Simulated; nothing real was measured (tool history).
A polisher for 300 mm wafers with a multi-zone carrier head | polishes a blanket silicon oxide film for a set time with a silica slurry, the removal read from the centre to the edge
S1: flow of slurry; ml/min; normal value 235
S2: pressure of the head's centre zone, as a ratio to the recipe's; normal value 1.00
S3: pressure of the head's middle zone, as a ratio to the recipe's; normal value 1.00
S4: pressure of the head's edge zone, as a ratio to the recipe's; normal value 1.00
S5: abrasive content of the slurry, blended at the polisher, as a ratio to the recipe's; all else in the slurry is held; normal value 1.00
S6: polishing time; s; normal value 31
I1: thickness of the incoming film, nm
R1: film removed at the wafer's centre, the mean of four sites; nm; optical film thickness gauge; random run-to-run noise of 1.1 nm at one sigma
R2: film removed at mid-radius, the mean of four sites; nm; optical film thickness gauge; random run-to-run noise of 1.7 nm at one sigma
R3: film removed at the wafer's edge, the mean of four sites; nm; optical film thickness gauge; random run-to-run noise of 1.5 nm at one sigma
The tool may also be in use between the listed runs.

Run 1, day 0.000: usual settings; I1 1261.4. Result: R1 122.2 nm, R2 120.1 nm, R3 121.0 nm.
Run 2, day 1.871: usual settings; I1 1247.2. Result: R1 119.8 nm, R2 123.1 nm, R3 116.7 nm.
Run 3, day 4.900: usual settings; I1 1255.5. Result: R1 116.6 nm, R2 120.4 nm, R3 113.9 nm.
At day 5.558: edge zone pressure recalibrated.
Run 4, day 8.883: usual settings; I1 1258.2. Result: R1 110.8 nm, R2 114.3 nm, R3 111.6 nm.
At day 9.542: carrier head's membrane replaced by a new one.
At day 11.062: worn pad replaced by a new one.
Run 5, day 12.458: usual settings; I1 1244.9. Result: R1 117.4 nm, R2 120.1 nm, R3 116.5 nm.
Run 6, day 15.833: usual settings; I1 1272.1. Result: R1 115.2 nm, R2 117.8 nm, R3 115.0 nm.
Run 7, day 18.725: usual settings; I1 1254.5. Result: R1 113.9 nm, R2 113.8 nm, R3 114.3 nm.
At day 20.171: centre zone pressure recalibrated.
At day 20.471: edge zone pressure recalibrated.
Run 8, day 22.862: usual settings; I1 1249.5. Result: R1 108.5 nm, R2 112.8 nm, R3 109.1 nm.
Run 9, day 25.483: usual settings; I1 1239.7. Result: R1 104.1 nm, R2 105.9 nm, R3 106.3 nm.
At day 25.912: slurry nozzle cleaned.
At day 28.738: worn pad replaced by a new one.
Run 10, day 28.771: usual settings but S1 275 ml/min, S2 0.96, S3 1.08, S6 40 s; I1 1254.6. Result: R1 155.6 nm, R2 172.3 nm, R3 159.3 nm.
Run 11, day 30.958: usual settings but S1 155 ml/min, S3 0.94, S4 1.11, S6 21 s; I1 1254.2. Result: R1 77.8 nm, R2 74.7 nm, R3 81.9 nm.
Run 12, day 32.725: usual settings but S1 210 ml/min; I1 1238.1. Result: R1 118.6 nm, R2 121.9 nm, R3 118.7 nm.
Run 13, day 34.788: usual settings; I1 1243.5. Result: R1 120.7 nm, R2 125.3 nm, R3 118.6 nm.
Run 14, day 39.204: usual settings; I1 1257.2. Result: R1 117.0 nm, R2 117.9 nm, R3 115.5 nm.
At day 40.108: edge zone pressure recalibrated.
At day 40.300: carrier head's membrane replaced by a new one.
Run 15, day 42.450: usual settings but S2 0.92, S3 0.92; I1 1226.6. Result: R1 104.5 nm, R2 110.1 nm, R3 115.0 nm.
Run 16, day 44.088: usual settings; I1 1266.2. Result: R1 110.3 nm, R2 111.5 nm, R3 110.8 nm.
At day 46.288: worn pad replaced by a new one.
At day 47.025: centre zone pressure recalibrated.
Run 17, day 48.533: usual settings; I1 1252.3. Result: R1 116.0 nm, R2 119.5 nm, R3 116.6 nm.
At day 58.650: edge zone pressure recalibrated.
Run 18, day 59.112: usual settings but S4 1.04, S5 0.90, S6 23 s; I1 1259.0. Result: R1 72.5 nm, R2 75.4 nm, R3 75.6 nm.
At day 59.688: slurry nozzle cleaned.
Run 19, day 62.129: usual settings but S4 0.96, S5 0.85, S6 22 s; I1 1238.0. Result: R1 72.5 nm, R2 75.9 nm, R3 70.3 nm.
Run 20, day 64.096: usual settings but S3 1.12; I1 1268.8. Result: R1 111.3 nm, R2 123.8 nm, R3 108.9 nm.
At day 65.375: worn pad replaced by a new one.
Run 21, day 65.688: usual settings but S2 1.12, S3 1.04, S4 1.08, S6 37 s; I1 1250.5. Result: R1 162.1 nm, R2 150.8 nm, R3 147.8 nm.
At day 70.308: carrier head's membrane replaced by a new one.
Run 22, day 70.329: usual settings but S3 1.09, S5 1.10; I1 1264.5. Result: R1 127.0 nm, R2 137.4 nm, R3 124.8 nm.

What if the next run were any one of these 3? Each begins from the tool's condition after run 22:
Run A, day 70.346: usual settings but S6 41 s; I1 1234.6. Result: R1 ?, R2 ?, R3 ?.
Run B, day 70.346: usual settings but S1 195 ml/min, S2 0.88, S5 0.75, S6 37 s; I1 1234.6. Result: R1 ?, R2 ?, R3 ?.
Run C, day 70.346: usual settings but S3 0.91; I1 1234.6. Result: R1 ?, R2 ?, R3 ?.

run     R1     R2     R3
  A  158.2  165.7  159.7
  B  101.2  121.1  117.5
  C  119.5  116.5  120.9
With the hidden condition removed and each run's random variation left untouched, the same runs would have given:
run     R1     R2     R3
  A  165.3  172.8  165.5
  B  106.3  126.8  122.2
  C  124.9  121.5  125.3
